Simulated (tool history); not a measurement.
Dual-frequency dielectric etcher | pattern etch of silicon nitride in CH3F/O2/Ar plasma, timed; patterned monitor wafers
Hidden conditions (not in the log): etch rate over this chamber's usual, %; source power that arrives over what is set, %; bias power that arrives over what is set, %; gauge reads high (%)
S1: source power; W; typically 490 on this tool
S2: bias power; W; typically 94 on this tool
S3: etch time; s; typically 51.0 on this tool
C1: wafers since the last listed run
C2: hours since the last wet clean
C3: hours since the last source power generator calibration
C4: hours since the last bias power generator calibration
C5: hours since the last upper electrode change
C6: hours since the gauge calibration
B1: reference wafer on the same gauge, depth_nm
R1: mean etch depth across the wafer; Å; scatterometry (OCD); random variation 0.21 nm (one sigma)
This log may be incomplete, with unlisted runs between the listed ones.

run   hour   S1   S2    S3   C1     C2      C3      C4      C5     C6     B1     R1
  1    0.0  490   94  51.0    0  347.4  4048.2  1997.1  4843.3  342.9  41.53  405.0
  2   16.7  490   94  51.0  112  364.1  4064.9  2013.8  4860.0  359.6  41.51  405.8
  3   45.7  490   94  51.0  195  393.1  4093.9  2042.8  4889.0  388.6  41.53  405.6
  4   58.2  490   94  51.0   84  405.6  4106.4  2055.3  4901.5  401.1  41.50  402.6
  5   90.6  490   94  51.0  218  438.0  4138.8  2087.7  4933.9  433.5  41.46  405.2
     125.9  -- wet clean of the chamber
  6  126.4  490   94  51.0   79    0.5  4174.6  2123.5  4969.7  469.3  41.49  426.0
  7  126.7  490   77  51.0    2    0.8  4174.9  2123.8  4970.0  469.6  41.46  407.6
     138.2  -- gauge calibrated
  8  143.6  490   77  51.0  113   17.7  4191.8  2140.7  4986.9    5.4  41.51  407.9
  9  177.4  490   94  54.5  227   51.5  4225.6  2174.5  5020.7   39.2  41.57  452.9
 10  199.6  490   94  51.0  149   73.7  4247.8  2196.7  5042.9   61.4  41.50  419.3
 11  232.6  490   94  44.5  222  106.7  4280.8  2229.7  5075.9   94.4  41.51  364.7
 12  265.2  380   82  51.0  219  139.3  4313.4  2262.3  5108.5  127.0  41.54  382.4
 13  290.0  410  101  46.5  167  164.1  4338.2  2287.1  5133.3  151.8  41.47  369.6
 14  319.2  420   80  65.5  196  193.3  4367.4  2316.3  5162.5  181.0  41.50  495.9
 15  340.8  490   74  51.0  145  214.9  4389.0  2337.9  5184.1  202.6  41.55  397.0
     351.8  -- bias power generator calibrated
     353.3  -- source power generator calibrated
     374.9  -- upper electrode replaced
 16  375.4  490  117  39.5   50  249.5    22.1    23.6     0.5  237.2  41.53  335.8
 17  403.1  610  111  64.0  186  277.2    49.8    51.3    28.2  264.9  41.48  575.6
 18  432.8  380   75  63.0  200  306.9    79.5    81.0    57.9  294.6  41.52  453.1
 19  468.2  490   94  51.0  238  342.3   114.9   116.4    93.3  330.0  41.48  408.6
 20  487.6  400   83  59.0  130  361.7   134.3   135.8   112.7  349.4  41.52  430.1
 21  520.1  490   94  51.0  219  394.2   166.8   168.3   145.2  381.9  41.48  408.9
 22  536.3  490   94  41.5  109  410.4   183.0   184.5   161.4  398.1  41.49  327.9
 23  565.0  380   94  51.0  193  439.1   211.7   213.2   190.1  426.8  41.50  378.3
 24  599.8  460   94  51.0  234  473.9   246.5   248.0   224.9  461.6  41.50  398.9
     626.4  -- wet clean of the chamber
 25  626.9  490   80  51.0   20    0.5   273.6   275.1   252.0  488.7  41.49  412.4
 26  645.4  490   94  51.0  124   19.0   292.1   293.6   270.5  507.2  41.51  429.7
 27  671.9  490   94  51.0  178   45.5   318.6   320.1   297.0  533.7  41.52  426.0
     681.5  -- gauge calibrated
 28  686.1  440  109  64.0   95   59.7   332.8   334.3   311.2    4.6  41.54  537.0
 29  700.4  490  109  51.0   96   74.0   347.1   348.6   325.5   18.9  41.57  440.6
 30  718.8  530  107  40.5  124   92.4   365.5   367.0   343.9   37.3  41.56  353.3

A few steps of R1 between consecutive runs. Split each: what settings, incoming material and random variation would produce without the hidden state, and what is left over for the hidden state, along with gauge scatter present in only one of the two compared results (measured, and without hidden state):
Run 5 -> 6: wet clean of the chamber. R1 +20.8 Å: hidden state +23.5, all else -2.7.
Run 13 -> 14: S1 410 -> 420, S2 101 -> 80, S3 46.5 -> 65.5. R1 +126.3 Å: hidden state -3.9, all else +130.2.
Run 16 -> 17: S1 490 -> 610, S2 117 -> 111, S3 39.5 -> 64.0. R1 +239.8 Å: hidden state -8.5, all else +248.3.
Run 17 -> 18: S1 610 -> 380, S2 111 -> 75, S3 64.0 -> 63.0. R1 -122.5 Å: hidden state +2.0, all else -124.5.
Run 24 -> 25: S1 460 -> 490, S2 94 -> 80, wet clean of the chamber. R1 +13.5 Å: hidden state +22.9, all else -9.4.

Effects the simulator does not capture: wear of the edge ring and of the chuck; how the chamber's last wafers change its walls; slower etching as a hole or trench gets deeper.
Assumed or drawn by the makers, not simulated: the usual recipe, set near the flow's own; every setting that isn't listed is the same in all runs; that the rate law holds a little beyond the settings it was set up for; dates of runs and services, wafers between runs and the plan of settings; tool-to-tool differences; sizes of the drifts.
